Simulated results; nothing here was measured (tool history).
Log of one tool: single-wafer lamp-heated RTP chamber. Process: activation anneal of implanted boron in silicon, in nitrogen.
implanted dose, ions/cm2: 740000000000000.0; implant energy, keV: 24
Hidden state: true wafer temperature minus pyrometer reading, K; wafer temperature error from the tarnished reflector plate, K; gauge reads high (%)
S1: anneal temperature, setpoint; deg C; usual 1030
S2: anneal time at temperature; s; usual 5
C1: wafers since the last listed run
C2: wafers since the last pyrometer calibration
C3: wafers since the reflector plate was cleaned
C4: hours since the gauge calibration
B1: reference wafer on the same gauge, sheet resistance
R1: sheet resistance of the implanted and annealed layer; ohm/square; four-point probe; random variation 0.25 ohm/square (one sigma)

run 1 hour=0.0 | S1=1013 S2=5 | C1=0 C2=4768 C3=8751 C4=46.9 | B1=169.95 | R1=165.37
run 2 hour=14.6 | S1=1008 S2=5 | C1=256 C2=5024 C3=9008 C4=61.5 | B1=170.05 | R1=165.91
run 3 hour=38.1 | S1=1030 S2=5 | C1=412 C2=5437 C3=9420 C4=85.0 | B1=169.97 | R1=162.69
run 4 hour=65.2 | S1=1030 S2=5 | C1=475 C2=5912 C3=9896 C4=112.1 | B1=170.06 | R1=162.73
run 5 hour=86.2 | S1=1030 S2=5 | C1=368 C2=6281 C3=10264 C4=133.1 | B1=170.04 | R1=163.19
run 6 hour=116.5 | S1=1030 S2=5 | C1=531 C2=6813 C3=10796 C4=163.4 | B1=169.97 | R1=162.92
-- hour=137.5 pyrometer window cleaned and pyrometer calibrated
run 7 hour=138.0 | S1=1030 S2=5 | C1=236 C2=8 C3=11033 C4=184.9 | B1=170.03 | R1=162.49
run 8 hour=165.2 | S1=1006 S2=5 | C1=477 C2=485 C3=11510 C4=212.1 | B1=170.01 | R1=165.46
-- hour=189.5 pyrometer window cleaned and pyrometer calibrated, repeated, since the last time left the tool worse
run 9 hour=190.0 | S1=1059 S2=5 | C1=294 C2=9 C3=11805 C4=236.9 | B1=170.05 | R1=161.73
-- hour=207.2 gauge calibrated
run 10 hour=217.0 | S1=1030 S2=5 | C1=473 C2=483 C3=12279 C4=9.8 | B1=170.03 | R1=163.85
run 11 hour=245.1 | S1=1030 S2=5 | C1=493 C2=976 C3=12772 C4=37.9 | B1=169.97 | R1=163.48
-- hour=282.1 reflector plate cleaned
run 12 hour=304.4 | S1=1056 S2=7 | C1=900 C2=1876 C3=390 C4=97.2 | B1=170.06 | R1=161.91
run 13 hour=329.3 | S1=1046 S2=8 | C1=436 C2=2313 C3=827 C4=122.1 | B1=170.00 | R1=161.45
run 14 hour=354.1 | S1=1020 S2=3 | C1=435 C2=2748 C3=1262 C4=146.9 | B1=170.02 | R1=165.21

5 ways to go on from here, each from the tool as it stands after run 14. What would each give?
run A hour=354.5 | S1=1030 S2=5 | C1=7 C2=2755 C3=1269 C4=147.3 | B1=? | R1=?
run B hour=354.5 | S1=1044 S2=3 | C1=7 C2=2755 C3=1269 C4=147.3 | B1=? | R1=?
run C hour=354.5 | S1=1013 S2=7 | C1=7 C2=2755 C3=1269 C4=147.3 | B1=? | R1=?
run D hour=354.5 | S1=1007 S2=7 | C1=7 C2=2755 C3=1269 C4=147.3 | B1=? | R1=?
run E hour=354.5 | S1=1030 S2=6 | C1=7 C2=2755 C3=1269 C4=147.3 | B1=? | R1=?

run=A B1=170.03 R1=162.87
run=B B1=170.03 R1=162.23
run=C B1=170.03 R1=164.79
run=D B1=170.03 R1=166.08
run=E B1=170.03 R1=162.70
Without the tool's hidden state the same runs would have given:
run=A R1=163.51
run=B R1=162.56
run=C R1=166.03
run=D R1=167.76
run=E R1=163.30

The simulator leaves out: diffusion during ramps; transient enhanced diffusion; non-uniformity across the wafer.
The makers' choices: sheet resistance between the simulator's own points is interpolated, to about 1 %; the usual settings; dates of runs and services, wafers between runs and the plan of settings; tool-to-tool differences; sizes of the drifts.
